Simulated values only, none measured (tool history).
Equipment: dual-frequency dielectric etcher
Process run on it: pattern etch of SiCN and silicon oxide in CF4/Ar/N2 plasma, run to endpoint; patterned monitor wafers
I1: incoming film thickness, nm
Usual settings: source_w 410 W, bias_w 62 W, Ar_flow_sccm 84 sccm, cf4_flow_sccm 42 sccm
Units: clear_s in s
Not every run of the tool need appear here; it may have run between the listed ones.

run 1 day=0 | source_w=410 bias_w=62 Ar_flow_sccm=84 cf4_flow_sccm=42 | I1=11.98 | clear_s=15.4
run 2 day=0.417 | source_w=410 bias_w=62 Ar_flow_sccm=84 cf4_flow_sccm=42 | I1=12.12 | clear_s=15.5
run 3 day=0.683 | source_w=410 bias_w=62 Ar_flow_sccm=84 cf4_flow_sccm=42 | I1=12.18 | clear_s=15.6
run 4 day=1.2 | source_w=410 bias_w=62 Ar_flow_sccm=84 cf4_flow_sccm=42 | I1=12.07 | clear_s=15.4
run 5 day=1.517 | source_w=480 bias_w=62 Ar_flow_sccm=84 cf4_flow_sccm=42 | I1=12.07 | clear_s=13.4
run 6 day=2.167 | source_w=480 bias_w=62 Ar_flow_sccm=84 cf4_flow_sccm=42 | I1=12.11 | clear_s=13.5
-- day=3.596 wet clean of the chamber
run 7 day=3.617 | source_w=480 bias_w=62 Ar_flow_sccm=84 cf4_flow_sccm=42 | I1=12.07 | clear_s=14.2
run 8 day=3.629 | source_w=410 bias_w=62 Ar_flow_sccm=84 cf4_flow_sccm=42 | I1=12.14 | clear_s=16.2
run 9 day=3.667 | source_w=410 bias_w=62 Ar_flow_sccm=84 cf4_flow_sccm=42 | I1=12.06 | clear_s=16.2
-- day=4.183 Ar flow controller replaced
run 10 day=4.204 | source_w=410 bias_w=62 Ar_flow_sccm=84 cf4_flow_sccm=42 | I1=12 | clear_s=16.1
-- day=4.538 bias power generator calibrated
run 11 day=4.712 | source_w=490 bias_w=56 Ar_flow_sccm=84 cf4_flow_sccm=38 | I1=12.08 | clear_s=14.7
run 12 day=5.021 | source_w=340 bias_w=53 Ar_flow_sccm=92 cf4_flow_sccm=46 | I1=12.13 | clear_s=20.1
run 13 day=5.479 | source_w=410 bias_w=62 Ar_flow_sccm=84 cf4_flow_sccm=42 | I1=12.14 | clear_s=16.2
run 14 day=5.888 | source_w=360 bias_w=75 Ar_flow_sccm=104 cf4_flow_sccm=42 | I1=12.21 | clear_s=17.2
-- day=6.338 source power generator calibrated
-- day=6.346 CF4 flow controller replaced
run 15 day=6.358 | source_w=320 bias_w=62 Ar_flow_sccm=84 cf4_flow_sccm=42 | I1=12.11 | clear_s=19.6
-- day=7.396 upper electrode replaced
run 16 day=7.417 | source_w=470 bias_w=62 Ar_flow_sccm=71 cf4_flow_sccm=51 | I1=11.97 | clear_s=13.3
run 17 day=7.433 | source_w=310 bias_w=54 Ar_flow_sccm=97 cf4_flow_sccm=38 | I1=12.22 | clear_s=22.4
run 18 day=7.879 | source_w=410 bias_w=70 Ar_flow_sccm=96 cf4_flow_sccm=42 | I1=12.18 | clear_s=15.6
run 19 day=8.171 | source_w=410 bias_w=62 Ar_flow_sccm=92 cf4_flow_sccm=47 | I1=12.03 | clear_s=15.9
run 20 day=8.733 | source_w=370 bias_w=62 Ar_flow_sccm=95 cf4_flow_sccm=42 | I1=12.23 | clear_s=18
run 21 day=9.104 | source_w=410 bias_w=62 Ar_flow_sccm=103 cf4_flow_sccm=42 | I1=12.17 | clear_s=16.6
run 22 day=9.554 | source_w=410 bias_w=62 Ar_flow_sccm=84 cf4_flow_sccm=42 | I1=12.18 | clear_s=16
run 23 day=9.871 | source_w=350 bias_w=62 Ar_flow_sccm=64 cf4_flow_sccm=33 | I1=12.01 | clear_s=17.4
run 24 day=10.508 | source_w=410 bias_w=62 Ar_flow_sccm=84 cf4_flow_sccm=42 | I1=12 | clear_s=15.7
run 25 day=11.204 | source_w=410 bias_w=62 Ar_flow_sccm=84 cf4_flow_sccm=42 | I1=12.15 | clear_s=15.8

Consider 3 possible next runs. They are alternatives, not a sequence: every one starts from the tool as it was left by run 25. What does each give?
run A day=11.221 | source_w=410 bias_w=62 Ar_flow_sccm=74 cf4_flow_sccm=42 | I1=12.1 | clear_s=?
run B day=11.221 | source_w=490 bias_w=62 Ar_flow_sccm=84 cf4_flow_sccm=42 | I1=12.1 | clear_s=?
run C day=11.221 | source_w=410 bias_w=67 Ar_flow_sccm=64 cf4_flow_sccm=34 | I1=12.1 | clear_s=?

run=A clear_s=15.5
run=B clear_s=13.7
run=C clear_s=15
The same runs, with their run-to-run variation unchanged, on a tool lacking any hidden condition would have given:
run=A clear_s=15.9
run=B clear_s=14
run=C clear_s=15.3
